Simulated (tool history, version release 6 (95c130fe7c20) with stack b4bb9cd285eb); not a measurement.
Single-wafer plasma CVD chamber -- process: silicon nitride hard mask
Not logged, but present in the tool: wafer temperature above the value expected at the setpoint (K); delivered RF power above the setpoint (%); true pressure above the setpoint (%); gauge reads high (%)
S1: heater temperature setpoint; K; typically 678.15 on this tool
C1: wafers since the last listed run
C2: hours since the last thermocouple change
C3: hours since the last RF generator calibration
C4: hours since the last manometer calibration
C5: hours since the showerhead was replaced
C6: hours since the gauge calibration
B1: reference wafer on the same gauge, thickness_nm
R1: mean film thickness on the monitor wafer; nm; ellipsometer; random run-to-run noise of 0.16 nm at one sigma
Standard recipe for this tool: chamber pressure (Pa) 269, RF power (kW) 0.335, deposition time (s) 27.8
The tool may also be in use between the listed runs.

run 1 hour=0.0 | S1=678.15 chamber_pressure_(Pa)=269 RF_power_(kW)=0.335 deposition_time_(s)=32.1 | C1=0 C2=791.6 C3=338.9 C4=1917.4 C5=4242.4 C6=185.0 | B1=31.571 | R1=43.431
run 2 hour=64.0 | S1=678.15 chamber_pressure_(Pa)=269 RF_power_(kW)=0.365 deposition_time_(s)=27.8 | C1=1417 C2=855.6 C3=402.9 C4=1981.4 C5=4306.4 C6=249.0 | B1=31.467 | R1=39.268
run 3 hour=119.0 | S1=678.15 chamber_pressure_(Pa)=269 RF_power_(kW)=0.365 deposition_time_(s)=27.8 | C1=1218 C2=910.6 C3=457.9 C4=2036.4 C5=4361.4 C6=304.0 | B1=31.347 | R1=38.957
run 4 hour=143.4 | S1=678.15 chamber_pressure_(Pa)=269 RF_power_(kW)=0.365 deposition_time_(s)=27.8 | C1=540 C2=935.0 C3=482.3 C4=2060.8 C5=4385.8 C6=328.4 | B1=31.269 | R1=38.973
run 5 hour=199.7 | S1=678.15 chamber_pressure_(Pa)=269 RF_power_(kW)=0.335 deposition_time_(s)=27.8 | C1=1246 C2=991.3 C3=538.6 C4=2117.1 C5=4442.1 C6=384.7 | B1=31.278 | R1=37.206
run 6 hour=250.0 | S1=678.15 chamber_pressure_(Pa)=269 RF_power_(kW)=0.335 deposition_time_(s)=29.1 | C1=1114 C2=1041.6 C3=588.9 C4=2167.4 C5=4492.4 C6=435.0 | B1=31.172 | R1=38.934
run 7 hour=275.4 | S1=678.15 chamber_pressure_(Pa)=269 RF_power_(kW)=0.335 deposition_time_(s)=29.1 | C1=562 C2=1067.0 C3=614.3 C4=2192.8 C5=4517.8 C6=460.4 | B1=31.209 | R1=39.061
run 8 hour=314.4 | S1=678.15 chamber_pressure_(Pa)=269 RF_power_(kW)=0.335 deposition_time_(s)=27.8 | C1=863 C2=1106.0 C3=653.3 C4=2231.8 C5=4556.8 C6=499.4 | B1=31.204 | R1=37.390
run 9 hour=350.8 | S1=678.15 chamber_pressure_(Pa)=269 RF_power_(kW)=0.335 deposition_time_(s)=27.8 | C1=806 C2=1142.4 C3=689.7 C4=2268.2 C5=4593.2 C6=535.8 | B1=31.207 | R1=37.205
run 10 hour=408.0 | S1=683.15 chamber_pressure_(Pa)=269 RF_power_(kW)=0.380 deposition_time_(s)=27.8 | C1=1266 C2=1199.6 C3=746.9 C4=2325.4 C5=4650.4 C6=593.0 | B1=31.132 | R1=39.158
run 11 hour=473.7 | S1=683.15 chamber_pressure_(Pa)=269 RF_power_(kW)=0.380 deposition_time_(s)=27.8 | C1=1455 C2=1265.3 C3=812.6 C4=2391.1 C5=4716.1 C6=658.7 | B1=31.135 | R1=39.368
run 12 hour=513.9 | S1=683.15 chamber_pressure_(Pa)=269 RF_power_(kW)=0.380 deposition_time_(s)=27.8 | C1=890 C2=1305.5 C3=852.8 C4=2431.3 C5=4756.3 C6=698.9 | B1=31.058 | R1=39.068
run 13 hour=543.4 | S1=685.15 chamber_pressure_(Pa)=244 RF_power_(kW)=0.335 deposition_time_(s)=27.8 | C1=653 C2=1335.0 C3=882.3 C4=2460.8 C5=4785.8 C6=728.4 | B1=31.062 | R1=36.182
run 14 hour=567.7 | S1=678.15 chamber_pressure_(Pa)=269 RF_power_(kW)=0.400 deposition_time_(s)=27.8 | C1=538 C2=1359.3 C3=906.6 C4=2485.1 C5=4810.1 C6=752.7 | B1=30.983 | R1=40.189
run 15 hour=623.0 | S1=682.15 chamber_pressure_(Pa)=312 RF_power_(kW)=0.400 deposition_time_(s)=27.8 | C1=1224 C2=1414.6 C3=961.9 C4=2540.4 C5=4865.4 C6=808.0 | B1=31.006 | R1=41.344
-- hour=633.0 gauge calibrated
run 16 hour=670.8 | S1=672.15 chamber_pressure_(Pa)=251 RF_power_(kW)=0.390 deposition_time_(s)=27.8 | C1=1058 C2=1462.4 C3=1009.7 C4=2588.2 C5=4913.2 C6=37.8 | B1=31.940 | R1=40.192
-- hour=707.1 showerhead replaced
-- hour=711.5 thermocouple changed; heater temperature recalibrated
run 17 hour=713.7 | S1=682.15 chamber_pressure_(Pa)=232 RF_power_(kW)=0.335 deposition_time_(s)=27.8 | C1=674 C2=2.2 C3=1052.6 C4=2631.1 C5=6.6 C6=80.7 | B1=31.851 | R1=36.878
-- hour=767.5 RF generator calibrated
run 18 hour=770.6 | S1=678.15 chamber_pressure_(Pa)=204 RF_power_(kW)=0.400 deposition_time_(s)=23.1 | C1=1083 C2=59.1 C3=3.1 C4=2688.0 C5=63.5 C6=137.6 | B1=31.706 | R1=32.095
-- hour=820.5 capacitance manometer re-zeroed and calibrated
run 19 hour=840.4 | S1=678.15 chamber_pressure_(Pa)=269 RF_power_(kW)=0.335 deposition_time_(s)=27.8 | C1=1368 C2=128.9 C3=72.9 C4=19.9 C5=133.3 C6=207.4 | B1=31.479 | R1=37.844
run 20 hour=900.2 | S1=683.15 chamber_pressure_(Pa)=221 RF_power_(kW)=0.335 deposition_time_(s)=30.6 | C1=1324 C2=188.7 C3=132.7 C4=79.7 C5=193.1 C6=267.2 | B1=31.325 | R1=39.621
run 21 hour=927.5 | S1=678.15 chamber_pressure_(Pa)=269 RF_power_(kW)=0.335 deposition_time_(s)=27.8 | C1=604 C2=216.0 C3=160.0 C4=107.0 C5=220.4 C6=294.5 | B1=31.374 | R1=37.710
run 22 hour=973.6 | S1=678.15 chamber_pressure_(Pa)=307 RF_power_(kW)=0.315 deposition_time_(s)=27.8 | C1=1021 C2=262.1 C3=206.1 C4=153.1 C5=266.5 C6=340.6 | B1=31.314 | R1=37.652
run 23 hour=1021.7 | S1=688.15 chamber_pressure_(Pa)=207 RF_power_(kW)=0.390 deposition_time_(s)=29.4 | C1=1065 C2=310.2 C3=254.2 C4=201.2 C5=314.6 C6=388.7 | B1=31.276 | R1=39.540
run 24 hour=1090.4 | S1=667.15 chamber_pressure_(Pa)=299 RF_power_(kW)=0.310 deposition_time_(s)=27.8 | C1=1521 C2=378.9 C3=322.9 C4=269.9 C5=383.3 C6=457.4 | B1=31.215 | R1=37.122
run 25 hour=1158.7 | S1=678.15 chamber_pressure_(Pa)=292 RF_power_(kW)=0.335 deposition_time_(s)=24.3 | C1=1512 C2=447.2 C3=391.2 C4=338.2 C5=451.6 C6=525.7 | B1=31.174 | R1=33.111

Take each entry between the runs: how does the hidden state at the last listed run before it differ from the hidden state at the first listed run after it?
Between runs 15 and 16: gauge calibrated (hour 633.0)
  gauge reads high (%): -3.63 -> -0.744
  measured value less the no-hidden-state value, R1: -1.558 -> -0.301 nm
Between runs 16 and 17: showerhead replaced (hour 707.1); thermocouple changed; heater temperature recalibrated (hour 711.5)
  gauge reads high (%): -0.744 -> -1.18
  measured value less the no-hidden-state value, R1: -0.301 -> -0.441 nm
Between runs 17 and 18: RF generator calibrated (hour 767.5)
  gauge reads high (%): -1.18 -> -1.66
  measured value less the no-hidden-state value, R1: -0.441 -> -0.543 nm
Between runs 18 and 19: capacitance manometer re-zeroed and calibrated (hour 820.5)
  gauge reads high (%): -1.66 -> -2.13
  measured value less the no-hidden-state value, R1: -0.543 -> -0.825 nm

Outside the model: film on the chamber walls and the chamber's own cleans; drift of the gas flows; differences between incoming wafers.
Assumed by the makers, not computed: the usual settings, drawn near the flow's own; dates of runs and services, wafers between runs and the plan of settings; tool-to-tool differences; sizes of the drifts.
